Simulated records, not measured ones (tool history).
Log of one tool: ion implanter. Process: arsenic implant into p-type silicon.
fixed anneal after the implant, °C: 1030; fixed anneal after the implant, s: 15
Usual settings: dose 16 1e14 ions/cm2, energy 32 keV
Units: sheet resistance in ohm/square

| run | hour | dose | energy | read-back reference wafer on the same gauge, sheet resistance | sheet resistance |
|---|---|---|---|---|---|
| 1 | 0 | 16 | 32 | 101.07 | 88.14 |
| 2 | 20.8 | 16 | 28.5 | 101.04 | 91.41 |
| 3 | 69.5 | 16 | 27.5 | 100.99 | 91.75 |
| 4 | 92.1 | 16 | 27.5 | 100.97 | 92.62 |
| 5 | 116 | 16 | 32 | 101.08 | 88.44 |
| 6 | 148.9 | 16 | 32 | 101 | 88.58 |
| 7 | 167.4 | 16 | 32 | 100.97 | 88.01 |
| 8 | 200.8 | 16 | 32 | 101.02 | 88.03 |
| 9 | 226 | 16 | 26.5 | 101 | 93.76 |
| 10 | 239.1 | 16 | 26.5 | 101.07 | 93.01 |
| 11 | 269.4 | 16 | 26.5 | 100.93 | 93.16 |
| 12 | 289.2 | 16 | 36 | 100.9 | 84.97 |
|  | 311.4 | extraction supply calibrated |
| 13 | 323.1 | 16 | 36 | 101.03 | 84.58 |
| 14 | 353.6 | 16 | 36 | 101.13 | 85.07 |
| 15 | 370.4 | 16 | 32 | 101.01 | 88.09 |
| 16 | 389.2 | 18.57 | 39.5 | 101.04 | 77.27 |
| 17 | 402.2 | 16 | 32 | 100.92 | 87.52 |
| 18 | 438.1 | 17.89 | 32 | 101.07 | 84.01 |
| 19 | 455.7 | 12.66 | 25 | 101.02 | 103.78 |
|  | 486.1 | Faraday cup replaced and dose calibrated |
| 20 | 486.6 | 13.06 | 42.5 | 101 | 91.69 |
| 21 | 513 | 16 | 36.5 | 100.98 | 86.15 |
| 22 | 547.6 | 17.99 | 32 | 101.07 | 85.7 |
| 23 | 582.9 | 20.39 | 24 | 101.02 | 89.64 |
| 24 | 608.3 | 12.55 | 42 | 101.05 | 93.92 |
| 25 | 636.8 | 12.3 | 36 | 101.08 | 98.76 |
| 26 | 651.3 | 16 | 32 | 101.06 | 89.38 |
| 27 | 679.7 | 16 | 21 | 101.05 | 100.68 |
|  | 705.2 | gauge calibrated |
| 28 | 714.9 | 19.78 | 24 | 101.04 | 90.2 |
| 29 | 747 | 16 | 32 | 101.09 | 89.31 |
| 30 | 764 | 20.39 | 24 | 100.98 | 90.33 |
| 31 | 788.7 | 16 | 23 | 100.94 | 97.76 |
| 32 | 812.4 | 20.28 | 32 | 101.13 | 82.34 |
| 33 | 847.5 | 12.34 | 32 | 101.02 | 100.37 |
| 34 | 873.2 | 20.48 | 24.5 | 100.96 | 89.4 |
| 35 | 906.3 | 20.79 | 36.5 | 101.04 | 77.69 |
| 36 | 918.4 | 16 | 32 | 101.08 | 88.91 |
| 37 | 943.5 | 16 | 32 | 100.99 | 89.08 |
| 38 | 959.1 | 16 | 41.5 | 100.95 | 82.63 |

The tool's hidden state at each run:
deviation of the true energy from its setpoint, %: 0 in every run
gauge reads high (%): 0 in every run
H1: deviation of the true dose from the Faraday cup's reading, %
| run | H1 |
|---|---|
| 1 | 2.77 |
| 2 | 2.86 |
| 3 | 3.07 |
| 4 | 3.18 |
| 5 | 3.29 |
| 6 | 3.44 |
| 7 | 3.53 |
| 8 | 3.7 |
| 9 | 3.83 |
| 10 | 3.9 |
| 11 | 4.06 |
| 12 | 4.16 |
| 13 | 4.35 |
| 14 | 4.52 |
| 15 | 4.62 |
| 16 | 4.72 |
| 17 | 4.8 |
| 18 | 5.02 |
| 19 | 5.12 |
| 20 | 0.649 |
| 21 | 0.65 |
| 22 | 0.657 |
| 23 | 0.668 |
| 24 | 0.68 |
| 25 | 0.696 |
| 26 | 0.706 |
| 27 | 0.727 |
| 28 | 0.758 |
| 29 | 0.79 |
| 30 | 0.81 |
| 31 | 0.839 |
| 32 | 0.87 |
| 33 | 0.921 |
| 34 | 0.961 |
| 35 | 1.02 |
| 36 | 1.04 |
| 37 | 1.08 |
| 38 | 1.11 |

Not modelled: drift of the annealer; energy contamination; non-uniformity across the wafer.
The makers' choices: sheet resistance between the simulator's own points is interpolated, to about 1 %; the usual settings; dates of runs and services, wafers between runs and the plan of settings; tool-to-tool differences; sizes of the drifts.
